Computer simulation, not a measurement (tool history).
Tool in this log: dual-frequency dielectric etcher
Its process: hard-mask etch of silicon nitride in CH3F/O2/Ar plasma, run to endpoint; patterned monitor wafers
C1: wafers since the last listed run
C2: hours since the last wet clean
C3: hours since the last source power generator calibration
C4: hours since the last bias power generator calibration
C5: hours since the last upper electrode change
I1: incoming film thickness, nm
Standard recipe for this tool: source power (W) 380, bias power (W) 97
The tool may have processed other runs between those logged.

{"run": 1, "day": 0.0, "source power (W)": 380, "bias power (W)": 109, "C1": 0, "C2": 199.7, "C3": 1652.5, "C4": 2950.6, "C5": 6078.3, "I1": 38.31, "endpoint time (s)": 45.7}
{"run": 2, "day": 0.742, "source power (W)": 380, "bias power (W)": 109, "C1": 247, "C2": 217.5, "C3": 1670.3, "C4": 2968.4, "C5": 6096.1, "I1": 38.67, "endpoint time (s)": 46.4}
{"run": 3, "day": 1.138, "source power (W)": 380, "bias power (W)": 97, "C1": 132, "C2": 227, "C3": 1679.8, "C4": 2977.9, "C5": 6105.6, "I1": 37.95, "endpoint time (s)": 47.5}
{"run": 4, "day": 1.838, "source power (W)": 380, "bias power (W)": 97, "C1": 233, "C2": 243.8, "C3": 1696.6, "C4": 2994.7, "C5": 6122.4, "I1": 38.33, "endpoint time (s)": 47.8}
{"run": 5, "day": 2.175, "source power (W)": 380, "bias power (W)": 97, "C1": 112, "C2": 251.9, "C3": 1704.7, "C4": 3002.8, "C5": 6130.5, "I1": 38.48, "endpoint time (s)": 48.1}
{"run": 6, "day": 2.496, "source power (W)": 330, "bias power (W)": 97, "C1": 107, "C2": 259.6, "C3": 1712.4, "C4": 3010.5, "C5": 6138.2, "I1": 38.28, "endpoint time (s)": 50.4}
{"run": 7, "day": 3.017, "source power (W)": 330, "bias power (W)": 97, "C1": 173, "C2": 272.1, "C3": 1724.9, "C4": 3023, "C5": 6150.7, "I1": 38.37, "endpoint time (s)": 50.9}
{"run": 8, "day": 3.538, "source power (W)": 330, "bias power (W)": 97, "C1": 173, "C2": 284.6, "C3": 1737.4, "C4": 3035.5, "C5": 6163.2, "I1": 38.68, "endpoint time (s)": 51.1}
{"run": 9, "day": 4.158, "source power (W)": 380, "bias power (W)": 97, "C1": 207, "C2": 299.5, "C3": 1752.3, "C4": 3050.4, "C5": 6178.1, "I1": 38.45, "endpoint time (s)": 48.2}
{"run": 10, "day": 4.846, "source power (W)": 380, "bias power (W)": 97, "C1": 229, "C2": 316, "C3": 1768.8, "C4": 3066.9, "C5": 6194.6, "I1": 38.7, "endpoint time (s)": 48.7}
{"run": 11, "day": 5.596, "source power (W)": 380, "bias power (W)": 97, "C1": 250, "C2": 334, "C3": 1786.8, "C4": 3084.9, "C5": 6212.6, "I1": 38.44, "endpoint time (s)": 48.4}
{"run": 12, "day": 6.088, "source power (W)": 380, "bias power (W)": 111, "C1": 164, "C2": 345.8, "C3": 1798.6, "C4": 3096.7, "C5": 6224.4, "I1": 38.69, "endpoint time (s)": 46.5}
{"run": 13, "day": 6.758, "source power (W)": 380, "bias power (W)": 111, "C1": 223, "C2": 361.9, "C3": 1814.7, "C4": 3112.8, "C5": 6240.5, "I1": 38.75, "endpoint time (s)": 46.7}
{"run": 14, "day": 7.5, "source power (W)": 420, "bias power (W)": 97, "C1": 247, "C2": 379.7, "C3": 1832.5, "C4": 3130.6, "C5": 6258.3, "I1": 38.45, "endpoint time (s)": 46.7}
{"day": 8.571, "done": "bias power generator calibrated"}
{"day": 9.204, "done": "upper electrode replaced"}
{"run": 15, "day": 9.225, "source power (W)": 420, "bias power (W)": 97, "C1": 308, "C2": 421.1, "C3": 1873.9, "C4": 15.7, "C5": 0.5, "I1": 38.82, "endpoint time (s)": 47.6}
{"run": 16, "day": 9.242, "source power (W)": 310, "bias power (W)": 80, "C1": 5, "C2": 421.5, "C3": 1874.3, "C4": 16.1, "C5": 0.9, "I1": 38.08, "endpoint time (s)": 55.3}
{"day": 10.662, "done": "wet clean of the chamber"}
{"run": 17, "day": 10.683, "source power (W)": 310, "bias power (W)": 83, "C1": 147, "C2": 0.5, "C3": 1908.9, "C4": 50.7, "C5": 35.5, "I1": 37.99, "endpoint time (s)": 53.2}
{"day": 11.4, "done": "source power generator calibrated"}
{"run": 18, "day": 11.421, "source power (W)": 380, "bias power (W)": 90, "C1": 190, "C2": 18.2, "C3": 0.5, "C4": 68.4, "C5": 53.2, "I1": 38.36, "endpoint time (s)": 48.6}
{"run": 19, "day": 12.0, "source power (W)": 340, "bias power (W)": 112, "C1": 193, "C2": 32.1, "C3": 14.4, "C4": 82.3, "C5": 67.1, "I1": 38.31, "endpoint time (s)": 46.8}
{"run": 20, "day": 12.375, "source power (W)": 410, "bias power (W)": 119, "C1": 125, "C2": 41.1, "C3": 23.4, "C4": 91.3, "C5": 76.1, "I1": 38.41, "endpoint time (s)": 42.8}
{"run": 21, "day": 12.738, "source power (W)": 450, "bias power (W)": 97, "C1": 120, "C2": 49.8, "C3": 32.1, "C4": 100, "C5": 84.8, "I1": 38.22, "endpoint time (s)": 44.8}
{"run": 22, "day": 13.075, "source power (W)": 380, "bias power (W)": 97, "C1": 112, "C2": 57.9, "C3": 40.2, "C4": 108.1, "C5": 92.9, "I1": 38.13, "endpoint time (s)": 47.5}
{"run": 23, "day": 13.821, "source power (W)": 380, "bias power (W)": 97, "C1": 248, "C2": 75.8, "C3": 58.1, "C4": 126, "C5": 110.8, "I1": 38.35, "endpoint time (s)": 47.9}
{"run": 24, "day": 14.375, "source power (W)": 330, "bias power (W)": 87, "C1": 184, "C2": 89.1, "C3": 71.4, "C4": 139.3, "C5": 124.1, "I1": 38.43, "endpoint time (s)": 52.5}
{"run": 25, "day": 14.95, "source power (W)": 380, "bias power (W)": 97, "C1": 191, "C2": 102.9, "C3": 85.2, "C4": 153.1, "C5": 137.9, "I1": 38.32, "endpoint time (s)": 47.6}
{"run": 26, "day": 15.45, "source power (W)": 380, "bias power (W)": 97, "C1": 166, "C2": 114.9, "C3": 97.2, "C4": 165.1, "C5": 149.9, "I1": 38.6, "endpoint time (s)": 48}
{"run": 27, "day": 16.104, "source power (W)": 380, "bias power (W)": 113, "C1": 218, "C2": 130.6, "C3": 112.9, "C4": 180.8, "C5": 165.6, "I1": 38.29, "endpoint time (s)": 45.1}
{"run": 28, "day": 16.817, "source power (W)": 440, "bias power (W)": 105, "C1": 237, "C2": 147.7, "C3": 130, "C4": 197.9, "C5": 182.7, "I1": 38.53, "endpoint time (s)": 44.4}
{"run": 29, "day": 17.55, "source power (W)": 460, "bias power (W)": 97, "C1": 244, "C2": 165.3, "C3": 147.6, "C4": 215.5, "C5": 200.3, "I1": 38.65, "endpoint time (s)": 44.8}
{"run": 30, "day": 18.079, "source power (W)": 430, "bias power (W)": 84, "C1": 176, "C2": 178, "C3": 160.3, "C4": 228.2, "C5": 213, "I1": 38.88, "endpoint time (s)": 48.7}
{"run": 31, "day": 18.642, "source power (W)": 310, "bias power (W)": 88, "C1": 187, "C2": 191.5, "C3": 173.8, "C4": 241.7, "C5": 226.5, "I1": 38.59, "endpoint time (s)": 53.5}
{"run": 32, "day": 19.379, "source power (W)": 470, "bias power (W)": 104, "C1": 246, "C2": 209.2, "C3": 191.5, "C4": 259.4, "C5": 244.2, "I1": 38.32, "endpoint time (s)": 43.3}
{"run": 33, "day": 19.738, "source power (W)": 440, "bias power (W)": 97, "C1": 119, "C2": 217.8, "C3": 200.1, "C4": 268, "C5": 252.8, "I1": 38.74, "endpoint time (s)": 46.1}
{"run": 34, "day": 20.262, "source power (W)": 290, "bias power (W)": 114, "C1": 175, "C2": 230.4, "C3": 212.7, "C4": 280.6, "C5": 265.4, "I1": 38.94, "endpoint time (s)": 50.5}

Forecast each of these 5 alternatives for the next run:
{"run": "A", "day": 20.279, "source power (W)": 380, "bias power (W)": 97, "C1": 5, "C2": 230.8, "C3": 213.1, "C4": 281, "C5": 265.8, "I1": 38.37, "endpoint time (s)": "?"}
{"run": "B", "day": 20.279, "source power (W)": 290, "bias power (W)": 105, "C1": 5, "C2": 230.8, "C3": 213.1, "C4": 281, "C5": 265.8, "I1": 38.37, "endpoint time (s)": "?"}
{"run": "C", "day": 20.279, "source power (W)": 410, "bias power (W)": 108, "C1": 5, "C2": 230.8, "C3": 213.1, "C4": 281, "C5": 265.8, "I1": 38.37, "endpoint time (s)": "?"}
{"run": "D", "day": 20.279, "source power (W)": 310, "bias power (W)": 78, "C1": 5, "C2": 230.8, "C3": 213.1, "C4": 281, "C5": 265.8, "I1": 38.37, "endpoint time (s)": "?"}
{"run": "E", "day": 20.279, "source power (W)": 380, "bias power (W)": 74, "C1": 5, "C2": 230.8, "C3": 213.1, "C4": 281, "C5": 265.8, "I1": 38.37, "endpoint time (s)": "?"}

run=A endpoint_time_(s)=48.2
run=B endpoint_time_(s)=51.5
run=C endpoint_time_(s)=45.2
run=D endpoint_time_(s)=55.8
run=E endpoint_time_(s)=52.9
What these runs would have given with no unlogged condition in the tool:
run=A endpoint_time_(s)=47.8
run=B endpoint_time_(s)=51.1
run=C endpoint_time_(s)=44.8
run=D endpoint_time_(s)=55.4
run=E endpoint_time_(s)=52.5
